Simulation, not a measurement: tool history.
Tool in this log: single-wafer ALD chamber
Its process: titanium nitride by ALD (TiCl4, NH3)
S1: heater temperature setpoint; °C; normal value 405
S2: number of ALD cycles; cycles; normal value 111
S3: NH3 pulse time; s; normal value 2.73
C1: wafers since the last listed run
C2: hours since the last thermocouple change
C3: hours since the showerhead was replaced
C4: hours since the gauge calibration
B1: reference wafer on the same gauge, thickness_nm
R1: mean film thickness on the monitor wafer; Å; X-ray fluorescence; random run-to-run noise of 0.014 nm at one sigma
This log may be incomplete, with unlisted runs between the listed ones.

Run 1, hour 0.0: usual settings; C1 0; C2 1470.2; C3 3395.8; C4 1226.1; B1 2.366. Result: R1 24.47 Å.
Run 2, hour 57.2: usual settings; C1 95; C2 1527.4; C3 3453.0; C4 1283.3; B1 2.367. Result: R1 24.36 Å.
Run 3, hour 127.9: usual settings; C1 118; C2 1598.1; C3 3523.7; C4 1354.0; B1 2.372. Result: R1 24.28 Å.
Run 4, hour 265.0: usual settings; C1 229; C2 1735.2; C3 3660.8; C4 1491.1; B1 2.373. Result: R1 24.50 Å.
Run 5, hour 334.3: usual settings; C1 116; C2 1804.5; C3 3730.1; C4 1560.4; B1 2.369. Result: R1 24.35 Å.
Run 6, hour 380.5: usual settings but S3 2.02 s; C1 77; C2 1850.7; C3 3776.3; C4 1606.6; B1 2.377. Result: R1 24.08 Å.
Run 7, hour 405.9: usual settings but S3 2.02 s; C1 42; C2 1876.1; C3 3801.7; C4 1632.0; B1 2.373. Result: R1 24.52 Å.
Run 8, hour 476.5: usual settings; C1 118; C2 1946.7; C3 3872.3; C4 1702.6; B1 2.368. Result: R1 24.47 Å.
Run 9, hour 545.5: usual settings; C1 115; C2 2015.7; C3 3941.3; C4 1771.6; B1 2.369. Result: R1 24.10 Å.
Run 10, hour 610.9: usual settings but S2 118 cycles; C1 109; C2 2081.1; C3 4006.7; C4 1837.0; B1 2.367. Result: R1 25.66 Å.
Run 11, hour 652.4: usual settings but S2 118 cycles; C1 69; C2 2122.6; C3 4048.2; C4 1878.5; B1 2.368. Result: R1 25.83 Å.
Run 12, hour 694.4: usual settings but S2 118 cycles; C1 70; C2 2164.6; C3 4090.2; C4 1920.5; B1 2.374. Result: R1 26.07 Å.
Run 13, hour 760.7: usual settings; C1 111; C2 2230.9; C3 4156.5; C4 1986.8; B1 2.371. Result: R1 24.50 Å.
At hour 794.5: gauge calibrated.
Run 14, hour 829.9: usual settings; C1 115; C2 2300.1; C3 4225.7; C4 35.4; B1 2.368. Result: R1 24.37 Å.
Run 15, hour 877.6: usual settings; C1 79; C2 2347.8; C3 4273.4; C4 83.1; B1 2.372. Result: R1 24.35 Å.
Run 16, hour 948.1: usual settings; C1 118; C2 2418.3; C3 4343.9; C4 153.6; B1 2.367. Result: R1 24.47 Å.
Run 17, hour 1008.2: usual settings; C1 100; C2 2478.4; C3 4404.0; C4 213.7; B1 2.370. Result: R1 24.30 Å.
Run 18, hour 1040.0: usual settings; C1 53; C2 2510.2; C3 4435.8; C4 245.5; B1 2.372. Result: R1 24.62 Å.
Run 19, hour 1090.9: usual settings but S2 104 cycles; C1 85; C2 2561.1; C3 4486.7; C4 296.4; B1 2.374. Result: R1 22.69 Å.
At hour 1102.5: thermocouple changed; heater temperature recalibrated.
Run 20, hour 1120.7: usual settings but S1 414 °C, S2 89 cycles, S3 2.43 s; C1 36; C2 18.2; C3 4516.5; C4 326.2; B1 2.370. Result: R1 19.64 Å.
Run 21, hour 1145.3: usual settings but S1 394 °C, S2 105 cycles, S3 2.15 s; C1 41; C2 42.8; C3 4541.1; C4 350.8; B1 2.374. Result: R1 22.79 Å.
Run 22, hour 1194.7: usual settings; C1 82; C2 92.2; C3 4590.5; C4 400.2; B1 2.374. Result: R1 24.65 Å.
Run 23, hour 1244.8: usual settings; C1 83; C2 142.3; C3 4640.6; C4 450.3; B1 2.373. Result: R1 24.49 Å.
Run 24, hour 1313.8: usual settings; C1 115; C2 211.3; C3 4709.6; C4 519.3; B1 2.367. Result: R1 24.47 Å.
Run 25, hour 1346.6: usual settings but S1 399 °C, S2 126 cycles, S3 3.29 s; C1 54; C2 244.1; C3 4742.4; C4 552.1; B1 2.366. Result: R1 27.61 Å.
Run 26, hour 1391.8: usual settings but S1 392 °C, S2 131 cycles, S3 1.92 s; C1 75; C2 289.3; C3 4787.6; C4 597.3; B1 2.374. Result: R1 28.37 Å.
Run 27, hour 1440.6: usual settings but S1 395 °C, S2 91 cycles, S3 3.35 s; C1 81; C2 338.1; C3 4836.4; C4 646.1; B1 2.374. Result: R1 20.26 Å.
Run 28, hour 1484.1: usual settings; C1 72; C2 381.6; C3 4879.9; C4 689.6; B1 2.368. Result: R1 24.38 Å.
At hour 1549.1: showerhead replaced.
Run 29, hour 1596.0: usual settings but S2 133 cycles; C1 174; C2 493.5; C3 46.9; C4 801.5; B1 2.372. Result: R1 29.23 Å.
Run 30, hour 1651.4: usual settings but S1 401 °C, S2 95 cycles, S3 1.92 s; C1 92; C2 548.9; C3 102.3; C4 856.9; B1 2.370. Result: R1 20.79 Å.
Run 31, hour 1715.9: usual settings but S2 133 cycles; C1 108; C2 613.4; C3 166.8; C4 921.4; B1 2.366. Result: R1 29.29 Å.
Run 32, hour 1796.7: usual settings; C1 135; C2 694.2; C3 247.6; C4 1002.2; B1 2.365. Result: R1 24.52 Å.
Run 33, hour 1825.3: usual settings; C1 47; C2 722.8; C3 276.2; C4 1030.8; B1 2.364. Result: R1 24.40 Å.
Run 34, hour 1867.3: usual settings but S3 2.07 s; C1 70; C2 764.8; C3 318.2; C4 1072.8; B1 2.372. Result: R1 24.11 Å.
Run 35, hour 1903.7: usual settings but S1 417 °C, S2 121 cycles; C1 60; C2 801.2; C3 354.6; C4 1109.2; B1 2.371. Result: R1 26.90 Å.
Run 36, hour 1966.6: usual settings; C1 105; C2 864.1; C3 417.5; C4 1172.1; B1 2.369. Result: R1 24.55 Å.
Run 37, hour 2018.5: usual settings but S2 117 cycles; C1 86; C2 916.0; C3 469.4; C4 1224.0; B1 2.363. Result: R1 25.69 Å.
Run 38, hour 2087.1: usual settings but S2 98 cycles, S3 1.99 s; C1 114; C2 984.6; C3 538.0; C4 1292.6; B1 2.371. Result: R1 21.57 Å.
Run 39, hour 2117.6: usual settings but S1 409 °C, S2 119 cycles, S3 1.66 s; C1 51; C2 1015.1; C3 568.5; C4 1323.1; B1 2.376. Result: R1 26.13 Å.
Run 40, hour 2150.9: usual settings but S1 411 °C, S2 129 cycles, S3 2.10 s; C1 55; C2 1048.4; C3 601.8; C4 1356.4; B1 2.374. Result: R1 28.55 Å.

What differs in the tool's unlogged condition from the final listed run ahead of each entry between runs to the first listed run following it?
After run 13, before run 14: gauge calibrated (hour 794.5)
  both runs share identical hidden conditions
After run 19, before run 20: thermocouple changed; heater temperature recalibrated (hour 1102.5)
  both runs share identical hidden conditions
After run 28, before run 29: showerhead replaced (hour 1549.1)
  both runs share identical hidden conditions
